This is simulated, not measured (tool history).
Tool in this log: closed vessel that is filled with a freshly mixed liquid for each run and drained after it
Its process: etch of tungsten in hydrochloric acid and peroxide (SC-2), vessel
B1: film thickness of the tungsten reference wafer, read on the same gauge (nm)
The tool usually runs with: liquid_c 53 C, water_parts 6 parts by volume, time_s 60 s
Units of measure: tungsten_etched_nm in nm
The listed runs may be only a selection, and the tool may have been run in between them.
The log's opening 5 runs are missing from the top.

{"hour": 194.2, "done": "thermometer replaced"}
{"run": 6, "hour": 222.3, "liquid_c": 59.5, "water_parts": 6, "time_s": 60, "B1": 70, "tungsten_etched_nm": 63.2}
{"run": 7, "hour": 254.6, "liquid_c": 59.5, "water_parts": 6, "time_s": 60, "B1": 69.95, "tungsten_etched_nm": 63.69}
{"run": 8, "hour": 300.9, "liquid_c": 59.5, "water_parts": 6, "time_s": 60, "B1": 70.04, "tungsten_etched_nm": 63.01}
{"run": 9, "hour": 343.4, "liquid_c": 53, "water_parts": 6, "time_s": 60, "B1": 70, "tungsten_etched_nm": 41.53}
{"hour": 381.2, "done": "gauge calibrated"}
{"run": 10, "hour": 408.9, "liquid_c": 53, "water_parts": 8, "time_s": 70, "B1": 70.01, "tungsten_etched_nm": 39.23}
{"run": 11, "hour": 454.7, "liquid_c": 53, "water_parts": 6, "time_s": 60, "B1": 70, "tungsten_etched_nm": 42.45}
{"run": 12, "hour": 492.7, "liquid_c": 53, "water_parts": 5, "time_s": 35, "B1": 70.05, "tungsten_etched_nm": 28.12}
{"run": 13, "hour": 542.9, "liquid_c": 53, "water_parts": 6, "time_s": 60, "B1": 69.99, "tungsten_etched_nm": 42.71}
{"run": 14, "hour": 577.7, "liquid_c": 49, "water_parts": 7.5, "time_s": 50, "B1": 70.01, "tungsten_etched_nm": 22.99}
{"run": 15, "hour": 605.1, "liquid_c": 53, "water_parts": 6, "time_s": 35, "B1": 70, "tungsten_etched_nm": 25.07}
{"run": 16, "hour": 654.0, "liquid_c": 48, "water_parts": 6, "time_s": 75, "B1": 69.99, "tungsten_etched_nm": 38.42}
{"run": 17, "hour": 689.4, "liquid_c": 53, "water_parts": 6, "time_s": 60, "B1": 69.99, "tungsten_etched_nm": 42.67}
{"run": 18, "hour": 737.8, "liquid_c": 59, "water_parts": 4, "time_s": 90, "B1": 69.98, "tungsten_etched_nm": 125.25}
{"run": 19, "hour": 777.9, "liquid_c": 53, "water_parts": 4, "time_s": 35, "B1": 69.97, "tungsten_etched_nm": 33.27}
{"hour": 807.3, "done": "chemicals flow meter replaced"}
{"hour": 811.4, "done": "new drum of peroxide connected"}
{"run": 20, "hour": 815.8, "liquid_c": 46, "water_parts": 4, "time_s": 35, "B1": 69.99, "tungsten_etched_nm": 20.63}
{"run": 21, "hour": 870.8, "liquid_c": 58, "water_parts": 8, "time_s": 40, "B1": 69.99, "tungsten_etched_nm": 31.09}
{"run": 22, "hour": 926.0, "liquid_c": 53, "water_parts": 6, "time_s": 60, "B1": 69.98, "tungsten_etched_nm": 42.95}
{"run": 23, "hour": 964.8, "liquid_c": 53, "water_parts": 6, "time_s": 85, "B1": 70, "tungsten_etched_nm": 60.79}
{"run": 24, "hour": 1015.9, "liquid_c": 53, "water_parts": 6, "time_s": 60, "B1": 70.02, "tungsten_etched_nm": 41.72}
{"run": 25, "hour": 1203.9, "liquid_c": 49, "water_parts": 4, "time_s": 90, "B1": 70, "tungsten_etched_nm": 65.84}
{"run": 26, "hour": 1241.1, "liquid_c": 53, "water_parts": 6, "time_s": 60, "B1": 69.99, "tungsten_etched_nm": 43}
{"run": 27, "hour": 1267.6, "liquid_c": 53, "water_parts": 7, "time_s": 60, "B1": 69.99, "tungsten_etched_nm": 38.24}
{"run": 28, "hour": 1299.9, "liquid_c": 53, "water_parts": 6, "time_s": 60, "B1": 70, "tungsten_etched_nm": 43.62}
{"run": 29, "hour": 1361.3, "liquid_c": 44.5, "water_parts": 6, "time_s": 60, "B1": 70.02, "tungsten_etched_nm": 24.46}
{"run": 30, "hour": 1422.1, "liquid_c": 62.5, "water_parts": 6, "time_s": 95, "B1": 70.03, "tungsten_etched_nm": 125.47}

Each row is a separate what-if for the run after 30, all from the same tool condition, not one after another. Results?
{"run": "A", "hour": 1422.8, "liquid_c": 53, "water_parts": 8.5, "time_s": 60, "B1": "?", "tungsten_etched_nm": "?"}
{"run": "B", "hour": 1422.8, "liquid_c": 57.5, "water_parts": 6, "time_s": 60, "B1": "?", "tungsten_etched_nm": "?"}
{"run": "C", "hour": 1422.8, "liquid_c": 49.5, "water_parts": 6, "time_s": 60, "B1": "?", "tungsten_etched_nm": "?"}
{"run": "D", "hour": 1422.8, "liquid_c": 44, "water_parts": 4, "time_s": 30, "B1": "?", "tungsten_etched_nm": "?"}

run=A B1=69.99 tungsten_etched_nm=33.37
run=B B1=69.99 tungsten_etched_nm=58.35
run=C B1=69.99 tungsten_etched_nm=34.62
run=D B1=69.99 tungsten_etched_nm=15.79
The same runs, with their run-to-run variation unchanged, on a tool lacking any hidden condition would have given:
run=A tungsten_etched_nm=32.2
run=B tungsten_etched_nm=56.51
run=C tungsten_etched_nm=33.52
run=D tungsten_etched_nm=15.37
